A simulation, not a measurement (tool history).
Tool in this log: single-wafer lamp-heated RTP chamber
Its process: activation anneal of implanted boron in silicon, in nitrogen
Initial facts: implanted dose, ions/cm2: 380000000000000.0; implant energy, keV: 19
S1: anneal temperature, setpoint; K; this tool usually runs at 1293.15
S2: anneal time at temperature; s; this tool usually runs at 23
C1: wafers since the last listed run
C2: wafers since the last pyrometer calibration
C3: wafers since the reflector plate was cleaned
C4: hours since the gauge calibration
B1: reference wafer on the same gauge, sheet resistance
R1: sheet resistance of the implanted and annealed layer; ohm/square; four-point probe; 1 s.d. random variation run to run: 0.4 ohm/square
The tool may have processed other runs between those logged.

Run 1, hour 0.0: usual settings; C1 0; C2 1645; C3 2611; C4 1558.1; B1 220.96. Result: R1 263.86 ohm/square.
Run 2, hour 105.3: usual settings; C1 1377; C2 3022; C3 3988; C4 1663.4; B1 221.01. Result: R1 263.27 ohm/square.
Run 3, hour 197.7: usual settings; C1 1208; C2 4231; C3 5197; C4 1755.8; B1 221.00. Result: R1 262.83 ohm/square.
At hour 294.0: pyrometer window cleaned and pyrometer calibrated.
Run 4, hour 294.5: usual settings; C1 1161; C2 6; C3 6358; C4 1852.6; B1 221.07. Result: R1 264.57 ohm/square.
Run 5, hour 368.3: usual settings but S1 1301.15 K; C1 965; C2 971; C3 7323; C4 1926.4; B1 220.93. Result: R1 262.95 ohm/square.
Run 6, hour 413.8: usual settings but S1 1301.15 K; C1 595; C2 1567; C3 7918; C4 1971.9; B1 221.07. Result: R1 262.66 ohm/square.
Run 7, hour 511.7: usual settings; C1 1280; C2 2847; C3 9199; C4 2069.8; B1 220.78. Result: R1 263.85 ohm/square.
Run 8, hour 568.2: usual settings; C1 738; C2 3586; C3 9938; C4 2126.3; B1 221.00. Result: R1 262.74 ohm/square.
Run 9, hour 662.2: usual settings; C1 1229; C2 4815; C3 11167; C4 2220.3; B1 221.20. Result: R1 263.25 ohm/square.
Run 10, hour 738.0: usual settings but S1 1316.15 K, S2 17 s; C1 991; C2 5807; C3 12159; C4 2296.1; B1 221.04. Result: R1 261.16 ohm/square.
At hour 804.8: pyrometer window cleaned and pyrometer calibrated.
Run 11, hour 826.3: usual settings but S2 29 s; C1 1050; C2 281; C3 13209; C4 2384.4; B1 221.06. Result: R1 263.03 ohm/square.
At hour 860.8: reflector plate cleaned.
Run 12, hour 875.2: usual settings but S2 29 s; C1 534; C2 816; C3 188; C4 2433.3; B1 220.93. Result: R1 263.25 ohm/square.
Run 13, hour 947.6: usual settings but S2 29 s; C1 946; C2 1763; C3 1135; C4 2505.7; B1 221.02. Result: R1 263.21 ohm/square.
Run 14, hour 1035.4: usual settings; C1 1148; C2 2911; C3 2283; C4 2593.5; B1 221.01. Result: R1 263.80 ohm/square.
At hour 1078.5: gauge calibrated.
Run 15, hour 1102.0: usual settings; C1 871; C2 3782; C3 3155; C4 23.5; B1 221.01. Result: R1 263.50 ohm/square.
Run 16, hour 1145.5: usual settings; C1 568; C2 4351; C3 3723; C4 67.0; B1 220.82. Result: R1 263.29 ohm/square.
Run 17, hour 1247.5: usual settings but S2 33 s; C1 1334; C2 5685; C3 5058; C4 169.0; B1 221.05. Result: R1 262.17 ohm/square.
At hour 1300.5: pyrometer window cleaned and pyrometer calibrated.
Run 18, hour 1301.0: usual settings but S1 1264.15 K, S2 30 s; C1 595; C2 6; C3 5653; C4 222.5; B1 221.00. Result: R1 269.45 ohm/square.
Run 19, hour 1376.4: usual settings but S1 1276.15 K, S2 27 s; C1 986; C2 992; C3 6639; C4 297.9; B1 221.02. Result: R1 265.74 ohm/square.

Forecast run 20:
Run 20, hour 1446.8: usual settings; C1 920; C2 1913; C3 7560; C4 368.3; B1 ?. Result: R1 ?.

{"run 20": {"B1": 220.92, "R1": 263.1}}
Were there no unlogged condition in the tool, this run, its random variation unchanged, would have produced R1 263.84 ohm/square.

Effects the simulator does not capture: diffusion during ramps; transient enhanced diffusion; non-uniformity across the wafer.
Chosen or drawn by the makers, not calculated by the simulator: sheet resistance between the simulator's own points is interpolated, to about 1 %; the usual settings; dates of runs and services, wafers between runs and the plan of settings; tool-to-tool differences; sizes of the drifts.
